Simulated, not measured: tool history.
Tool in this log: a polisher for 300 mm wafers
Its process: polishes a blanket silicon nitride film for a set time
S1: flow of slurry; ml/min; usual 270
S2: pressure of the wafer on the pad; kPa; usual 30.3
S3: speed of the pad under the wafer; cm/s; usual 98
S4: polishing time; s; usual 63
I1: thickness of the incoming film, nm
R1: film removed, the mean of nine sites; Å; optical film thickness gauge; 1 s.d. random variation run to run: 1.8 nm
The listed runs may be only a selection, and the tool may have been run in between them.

{"run": 1, "hour": 0.0, "S1": 270, "S2": 30.3, "S3": 98, "S4": 63, "I1": 739.1, "R1": 1113}
{"hour": 78.8, "done": "head pressure recalibrated"}
{"run": 2, "hour": 101.4, "S1": 270, "S2": 30.3, "S3": 98, "S4": 63, "I1": 732.5, "R1": 1202}
{"hour": 141.3, "done": "worn pad replaced by a new one"}
{"run": 3, "hour": 143.9, "S1": 270, "S2": 30.3, "S3": 98, "S4": 63, "I1": 737.8, "R1": 1173}
{"run": 4, "hour": 214.4, "S1": 270, "S2": 30.3, "S3": 98, "S4": 63, "I1": 742.0, "R1": 1200}
{"run": 5, "hour": 262.9, "S1": 270, "S2": 30.3, "S3": 98, "S4": 63, "I1": 729.6, "R1": 1186}
{"run": 6, "hour": 354.5, "S1": 250, "S2": 30.3, "S3": 98, "S4": 63, "I1": 746.6, "R1": 1173}
{"run": 7, "hour": 401.7, "S1": 270, "S2": 30.3, "S3": 98, "S4": 68, "I1": 734.6, "R1": 1269}
{"hour": 450.3, "done": "slurry nozzle cleaned"}
{"run": 8, "hour": 485.5, "S1": 270, "S2": 30.3, "S3": 98, "S4": 68, "I1": 740.7, "R1": 1229}
{"run": 9, "hour": 542.4, "S1": 270, "S2": 30.3, "S3": 98, "S4": 68, "I1": 738.8, "R1": 1230}
{"run": 10, "hour": 587.0, "S1": 270, "S2": 30.3, "S3": 98, "S4": 63, "I1": 743.9, "R1": 1120}
{"run": 11, "hour": 651.7, "S1": 270, "S2": 30.3, "S3": 98, "S4": 63, "I1": 752.9, "R1": 1143}
{"run": 12, "hour": 745.9, "S1": 270, "S2": 30.3, "S3": 98, "S4": 63, "I1": 744.3, "R1": 1097}
{"hour": 796.4, "done": "worn pad replaced by a new one"}
{"hour": 797.3, "done": "head pressure recalibrated"}
{"run": 13, "hour": 839.2, "S1": 270, "S2": 30.3, "S3": 98, "S4": 68, "I1": 740.8, "R1": 1252}
{"run": 14, "hour": 900.7, "S1": 190, "S2": 24.1, "S3": 98, "S4": 81, "I1": 752.4, "R1": 1208}
{"run": 15, "hour": 963.6, "S1": 270, "S2": 30.3, "S3": 110, "S4": 63, "I1": 728.8, "R1": 1247}
{"run": 16, "hour": 1017.2, "S1": 270, "S2": 30.3, "S3": 98, "S4": 63, "I1": 734.9, "R1": 1139}
{"run": 17, "hour": 1063.5, "S1": 270, "S2": 34.5, "S3": 98, "S4": 70, "I1": 729.9, "R1": 1381}
{"run": 18, "hour": 1128.3, "S1": 295, "S2": 26.9, "S3": 86, "S4": 43, "I1": 733.7, "R1": 659}
{"run": 19, "hour": 1174.3, "S1": 185, "S2": 30.3, "S3": 98, "S4": 63, "I1": 750.0, "R1": 1096}
{"hour": 1211.8, "done": "slurry nozzle cleaned"}
{"run": 20, "hour": 1262.9, "S1": 325, "S2": 30.3, "S3": 98, "S4": 45, "I1": 747.4, "R1": 813}
{"run": 21, "hour": 1355.6, "S1": 335, "S2": 22.1, "S3": 130, "S4": 63, "I1": 729.4, "R1": 1116}
{"hour": 1393.4, "done": "worn pad replaced by a new one"}
{"run": 22, "hour": 1414.5, "S1": 200, "S2": 30.3, "S3": 98, "S4": 48, "I1": 729.4, "R1": 822}
{"hour": 1462.6, "done": "head pressure recalibrated"}
{"run": 23, "hour": 1494.4, "S1": 325, "S2": 30.3, "S3": 132, "S4": 78, "I1": 735.3, "R1": 1917}
{"run": 24, "hour": 1624.0, "S1": 270, "S2": 30.3, "S3": 98, "S4": 63, "I1": 740.6, "R1": 1167}
{"run": 25, "hour": 1730.7, "S1": 325, "S2": 30.3, "S3": 98, "S4": 45, "I1": 734.6, "R1": 864}
{"hour": 1797.8, "done": "slurry nozzle cleaned"}
{"run": 26, "hour": 1810.1, "S1": 270, "S2": 30.3, "S3": 98, "S4": 63, "I1": 743.2, "R1": 1165}
{"run": 27, "hour": 1848.5, "S1": 250, "S2": 30.3, "S3": 98, "S4": 63, "I1": 728.9, "R1": 1168}
{"run": 28, "hour": 1906.2, "S1": 270, "S2": 30.3, "S3": 98, "S4": 63, "I1": 732.9, "R1": 1152}
{"run": 29, "hour": 1988.7, "S1": 270, "S2": 33.8, "S3": 122, "S4": 83, "I1": 748.3, "R1": 1920}
{"run": 30, "hour": 2044.6, "S1": 325, "S2": 30.3, "S3": 98, "S4": 45, "I1": 747.3, "R1": 815}
{"run": 31, "hour": 2111.6, "S1": 245, "S2": 33.1, "S3": 122, "S4": 63, "I1": 728.2, "R1": 1355}
{"hour": 2117.7, "done": "worn pad replaced by a new one"}
{"hour": 2148.9, "done": "head pressure recalibrated"}
{"run": 32, "hour": 2177.9, "S1": 225, "S2": 40.0, "S3": 64, "S4": 69, "I1": 744.3, "R1": 1111}
{"run": 33, "hour": 2248.8, "S1": 240, "S2": 39.3, "S3": 98, "S4": 77, "I1": 736.1, "R1": 1752}
{"run": 34, "hour": 2346.7, "S1": 270, "S2": 25.5, "S3": 72, "S4": 46, "I1": 756.5, "R1": 597}
{"run": 35, "hour": 2385.6, "S1": 270, "S2": 20.7, "S3": 98, "S4": 63, "I1": 724.6, "R1": 890}
{"hour": 2412.2, "done": "slurry nozzle cleaned"}
{"run": 36, "hour": 2635.3, "S1": 225, "S2": 36.5, "S3": 118, "S4": 77, "I1": 750.0, "R1": 1787}

Predict each of these 5 candidate next runs independently; none follows another, all start after run 36:
{"run": "A", "hour": 2635.7, "S1": 240, "S2": 30.3, "S3": 98, "S4": 63, "I1": 743.4, "R1": "?"}
{"run": "B", "hour": 2635.7, "S1": 270, "S2": 30.3, "S3": 98, "S4": 50, "I1": 743.4, "R1": "?"}
{"run": "C", "hour": 2635.7, "S1": 325, "S2": 23.4, "S3": 128, "S4": 63, "I1": 743.4, "R1": "?"}
{"run": "D", "hour": 2635.7, "S1": 270, "S2": 30.3, "S3": 108, "S4": 63, "I1": 743.4, "R1": "?"}
{"run": "E", "hour": 2635.7, "S1": 335, "S2": 37.2, "S3": 118, "S4": 63, "I1": 743.4, "R1": "?"}

run=A R1=1141
run=B R1=918
run=C R1=1222
run=D R1=1251
run=E R1=1593
Without the tool's hidden state the same runs would have given:
run=A R1=1185
run=B R1=953
run=C R1=1269
run=D R1=1298
run=E R1=1653
